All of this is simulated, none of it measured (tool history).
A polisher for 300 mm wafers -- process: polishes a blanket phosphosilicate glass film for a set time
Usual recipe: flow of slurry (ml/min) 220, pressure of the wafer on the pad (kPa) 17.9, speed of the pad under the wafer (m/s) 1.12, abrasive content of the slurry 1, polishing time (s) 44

run	day	flow of slurry (ml/min)	pressure of the wafer on the pad (kPa)	speed of the pad under the wafer (m/s)	abrasive content of the slurry	polishing time (s)	incoming thickness of the incoming film, nm	film removed (Å)
1	0	220	17.9	1.12	1	44	2084.1	3474
# day 1.575: slurry nozzle cleaned
2	1.812	220	17.9	1.12	1	44	2091.6	3508
3	3.35	220	17.9	0.82	1	44	2057.8	2696
4	4.962	220	17.9	0.82	1	44	2081.5	2715
# day 6.492: head pressure recalibrated
# day 7.7: worn pad replaced by a new one
# day 9.075: slurry blender recalibrated
# day 11.5: conditioning disc replaced and pad reconditioned
5	12.7	220	17.9	1.12	1	44	2066.5	3444
6	15.121	220	17.9	1.12	1	44	2068.7	3489
# day 15.938: worn pad replaced by a new one
7	16.554	220	17.9	1.12	1	44	2098.6	3467
# day 20.817: slurry nozzle cleaned
8	20.967	220	17.9	1.12	1	44	2077	3428
9	22.183	220	17.9	1.12	1	44	2068.6	3446
10	23.354	220	17.9	1.12	1	44	2086.2	3462
# day 23.975: head pressure recalibrated
# day 25.167: conditioning disc replaced and pad reconditioned
# day 25.392: slurry blender recalibrated
11	25.412	220	17.9	1.12	1	44	2037.8	3510
# day 26.25: worn pad replaced by a new one
12	27.683	220	11.7	0.78	1.2	49	2078.1	2143
13	29.367	220	17.9	1.52	1	44	2109.9	4454
14	31.279	175	14.5	1.12	1	44	2065.9	2679
15	32.408	245	20.7	1.12	1	44	2063.1	4058
# day 34.725: worn pad replaced by a new one
16	34.746	220	17.9	0.98	1	44	2042.3	3113
17	36.675	245	17.9	0.88	1	44	2076.9	2918
18	38.871	220	17.9	1.12	1	44	2080	3468
# day 39.704: slurry nozzle cleaned
19	40.167	220	17.9	1.12	1	44	2072.4	3521
# day 40.442: conditioning disc replaced and pad reconditioned
# day 40.446: slurry blender recalibrated
# day 42.483: head pressure recalibrated
20	42.567	220	17.9	1.12	1	44	2069.6	3484
# day 45.25: worn pad replaced by a new one
21	45.292	220	17.9	1.12	1	31	2051.9	2449
22	47.488	220	17.9	1.12	1	44	2088.4	3455

Branching from run 22: 5 alternative next runs. What would each branch give?
A	47.504	220	17.9	1.12	1	35	2071.7	?
B	47.504	220	21.4	1.12	1	44	2071.7	?
C	47.504	220	17.9	1.38	0.9	44	2071.7	?
D	47.504	220	15.2	0.9	1	44	2071.7	?
E	47.504	220	12.4	1.02	1	44	2071.7	?

run	film removed (Å)
A	2768
B	4149
C	3766
D	2472
E	2236
With the hidden condition removed and each run's random variation left untouched, the same runs would have given:
run	film removed (Å)
A	2768
B	4149
C	3766
D	2472
E	2236

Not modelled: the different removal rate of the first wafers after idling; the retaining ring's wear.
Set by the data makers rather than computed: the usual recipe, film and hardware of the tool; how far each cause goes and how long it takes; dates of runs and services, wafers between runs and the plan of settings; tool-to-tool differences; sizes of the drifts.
